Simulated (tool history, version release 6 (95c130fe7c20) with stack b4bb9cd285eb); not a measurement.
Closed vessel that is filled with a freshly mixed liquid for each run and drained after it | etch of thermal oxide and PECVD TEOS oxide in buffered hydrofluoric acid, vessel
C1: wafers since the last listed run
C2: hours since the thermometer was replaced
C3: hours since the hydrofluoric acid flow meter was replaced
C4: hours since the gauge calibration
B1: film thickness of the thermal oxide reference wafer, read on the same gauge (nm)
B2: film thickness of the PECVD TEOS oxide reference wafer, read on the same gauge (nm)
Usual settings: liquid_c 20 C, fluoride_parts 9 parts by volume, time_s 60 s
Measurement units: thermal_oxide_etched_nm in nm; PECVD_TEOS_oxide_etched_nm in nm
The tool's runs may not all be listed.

run 1 hour=0 | liquid_c=20 fluoride_parts=9 time_s=60 | C1=0 C2=502.8 C3=605.7 C4=781.9 | B1=85.49 B2=123.49 | thermal_oxide_etched_nm=52.85 PECVD_TEOS_oxide_etched_nm=70.68
run 2 hour=91.3 | liquid_c=20 fluoride_parts=9 time_s=60 | C1=12292 C2=594.1 C3=697 C4=873.2 | B1=85.25 B2=123.11 | thermal_oxide_etched_nm=53.67 PECVD_TEOS_oxide_etched_nm=70.94
run 3 hour=178.1 | liquid_c=20 fluoride_parts=9 time_s=60 | C1=11686 C2=680.9 C3=783.8 C4=960 | B1=85.06 B2=122.89 | thermal_oxide_etched_nm=53.54 PECVD_TEOS_oxide_etched_nm=70.42
run 4 hour=276.9 | liquid_c=20 fluoride_parts=9 time_s=40 | C1=13302 C2=779.7 C3=882.6 C4=1058.8 | B1=84.86 B2=122.6 | thermal_oxide_etched_nm=35.21 PECVD_TEOS_oxide_etched_nm=46.59
run 5 hour=337.8 | liquid_c=20 fluoride_parts=11.5 time_s=60 | C1=8199 C2=840.6 C3=943.5 C4=1119.7 | B1=84.76 B2=122.43 | thermal_oxide_etched_nm=42.82 PECVD_TEOS_oxide_etched_nm=57.76
run 6 hour=436.9 | liquid_c=20 fluoride_parts=9 time_s=60 | C1=13342 C2=939.7 C3=1042.6 C4=1218.8 | B1=84.61 B2=122.27 | thermal_oxide_etched_nm=52.79 PECVD_TEOS_oxide_etched_nm=69.58
run 7 hour=489.5 | liquid_c=20 fluoride_parts=9 time_s=60 | C1=7082 C2=992.3 C3=1095.2 C4=1271.4 | B1=84.55 B2=122.15 | thermal_oxide_etched_nm=53.28 PECVD_TEOS_oxide_etched_nm=69.2
run 8 hour=578.6 | liquid_c=20 fluoride_parts=11 time_s=60 | C1=11996 C2=1081.4 C3=1184.3 C4=1360.5 | B1=84.46 B2=122.01 | thermal_oxide_etched_nm=44.88 PECVD_TEOS_oxide_etched_nm=59.41
run 9 hour=673 | liquid_c=20 fluoride_parts=11 time_s=60 | C1=12710 C2=1175.8 C3=1278.7 C4=1454.9 | B1=84.36 B2=121.87 | thermal_oxide_etched_nm=44.99 PECVD_TEOS_oxide_etched_nm=59.68
run 10 hour=811.6 | liquid_c=20 fluoride_parts=9 time_s=60 | C1=18661 C2=1314.4 C3=1417.3 C4=1593.5 | B1=84.27 B2=121.73 | thermal_oxide_etched_nm=51.94 PECVD_TEOS_oxide_etched_nm=69.95
run 11 hour=860 | liquid_c=20 fluoride_parts=9 time_s=70 | C1=6516 C2=1362.8 C3=1465.7 C4=1641.9 | B1=84.24 B2=121.65 | thermal_oxide_etched_nm=61.35 PECVD_TEOS_oxide_etched_nm=80.86
run 12 hour=958.5 | liquid_c=21.5 fluoride_parts=9 time_s=60 | C1=13262 C2=1461.3 C3=1564.2 C4=1740.4 | B1=84.2 B2=121.59 | thermal_oxide_etched_nm=56.91 PECVD_TEOS_oxide_etched_nm=75.26
-- hour=1006.9 gauge calibrated
run 13 hour=1025.4 | liquid_c=17 fluoride_parts=7 time_s=90 | C1=9007 C2=1528.2 C3=1631.1 C4=18.5 | B1=90.57 B2=130.82 | thermal_oxide_etched_nm=93.37 PECVD_TEOS_oxide_etched_nm=123.71
run 14 hour=1087.1 | liquid_c=22 fluoride_parts=11 time_s=60 | C1=8307 C2=1589.9 C3=1692.8 C4=80.2 | B1=89.93 B2=129.92 | thermal_oxide_etched_nm=53.39 PECVD_TEOS_oxide_etched_nm=70.97
run 15 hour=1128.9 | liquid_c=20 fluoride_parts=10.5 time_s=95 | C1=5628 C2=1631.7 C3=1734.6 C4=122 | B1=89.51 B2=129.35 | thermal_oxide_etched_nm=78.48 PECVD_TEOS_oxide_etched_nm=105.01
run 16 hour=1176.9 | liquid_c=20 fluoride_parts=9 time_s=60 | C1=6462 C2=1679.7 C3=1782.6 C4=170 | B1=89.1 B2=128.71 | thermal_oxide_etched_nm=55.64 PECVD_TEOS_oxide_etched_nm=73.31
run 17 hour=1237 | liquid_c=18.5 fluoride_parts=6.5 time_s=60 | C1=8091 C2=1739.8 C3=1842.7 C4=230.1 | B1=88.62 B2=127.98 | thermal_oxide_etched_nm=70.36 PECVD_TEOS_oxide_etched_nm=93.97
-- hour=1317.4 thermometer replaced
run 18 hour=1332.9 | liquid_c=17 fluoride_parts=9 time_s=60 | C1=12777 C2=15.5 C3=1938.6 C4=326 | B1=87.97 B2=127.04 | thermal_oxide_etched_nm=46.31 PECVD_TEOS_oxide_etched_nm=61.59
run 19 hour=1378.9 | liquid_c=20 fluoride_parts=9 time_s=60 | C1=6193 C2=61.5 C3=1984.6 C4=372 | B1=87.67 B2=126.64 | thermal_oxide_etched_nm=55.2 PECVD_TEOS_oxide_etched_nm=72.35
run 20 hour=1415.4 | liquid_c=20 fluoride_parts=9 time_s=60 | C1=4914 C2=98 C3=2021.1 C4=408.5 | B1=87.48 B2=126.35 | thermal_oxide_etched_nm=53.28 PECVD_TEOS_oxide_etched_nm=72.52
-- hour=1429.3 hydrofluoric acid flow meter replaced
run 21 hour=1463.5 | liquid_c=20 fluoride_parts=9 time_s=60 | C1=6341 C2=146.1 C3=34.2 C4=456.6 | B1=87.22 B2=126 | thermal_oxide_etched_nm=55.2 PECVD_TEOS_oxide_etched_nm=72.4
run 22 hour=1502.7 | liquid_c=17 fluoride_parts=7 time_s=80 | C1=5277 C2=185.3 C3=73.4 C4=495.8 | B1=87.03 B2=125.74 | thermal_oxide_etched_nm=80.28 PECVD_TEOS_oxide_etched_nm=106.39
run 23 hour=1595.4 | liquid_c=24 fluoride_parts=9 time_s=60 | C1=12481 C2=278 C3=166.1 C4=588.5 | B1=86.66 B2=125.16 | thermal_oxide_etched_nm=66.88 PECVD_TEOS_oxide_etched_nm=88.96
run 24 hour=1686.5 | liquid_c=23 fluoride_parts=12 time_s=45 | C1=12265 C2=369.1 C3=257.2 C4=679.6 | B1=86.3 B2=124.65 | thermal_oxide_etched_nm=36.93 PECVD_TEOS_oxide_etched_nm=49.32
run 25 hour=1780.7 | liquid_c=20 fluoride_parts=9 time_s=60 | C1=12683 C2=463.3 C3=351.4 C4=773.8 | B1=86.01 B2=124.21 | thermal_oxide_etched_nm=53.17 PECVD_TEOS_oxide_etched_nm=71.18
run 26 hour=2065.9 | liquid_c=18.5 fluoride_parts=7.5 time_s=80 | C1=38399 C2=748.5 C3=636.6 C4=1059 | B1=85.36 B2=123.32 | thermal_oxide_etched_nm=80.34 PECVD_TEOS_oxide_etched_nm=105.02
run 27 hour=2129.7 | liquid_c=20 fluoride_parts=9 time_s=60 | C1=8590 C2=812.3 C3=700.4 C4=1122.8 | B1=85.25 B2=123.13 | thermal_oxide_etched_nm=53.75 PECVD_TEOS_oxide_etched_nm=70.38

Give the tool's hidden conditions for every run:
liquid hotter than its thermometer reads (K): 0, the same for each run
hydrofluoric acid flow above the setpoint (%): 0, the same for each run
H1: gauge reads high (%)
run=1 H1=-5.02
run=2 H1=-5.28
run=3 H1=-5.5
run=4 H1=-5.7
run=5 H1=-5.81
run=6 H1=-5.97
run=7 H1=-6.04
run=8 H1=-6.15
run=9 H1=-6.25
run=10 H1=-6.36
run=11 H1=-6.4
run=12 H1=-6.46
run=13 H1=0.629
run=14 H1=-0.0851
run=15 H1=-0.526
run=16 H1=-0.993
run=17 H1=-1.53
run=18 H1=-2.26
run=19 H1=-2.58
run=20 H1=-2.81
run=21 H1=-3.09
run=22 H1=-3.3
run=23 H1=-3.75
run=24 H1=-4.12
run=25 H1=-4.44
run=26 H1=-5.16
run=27 H1=-5.27
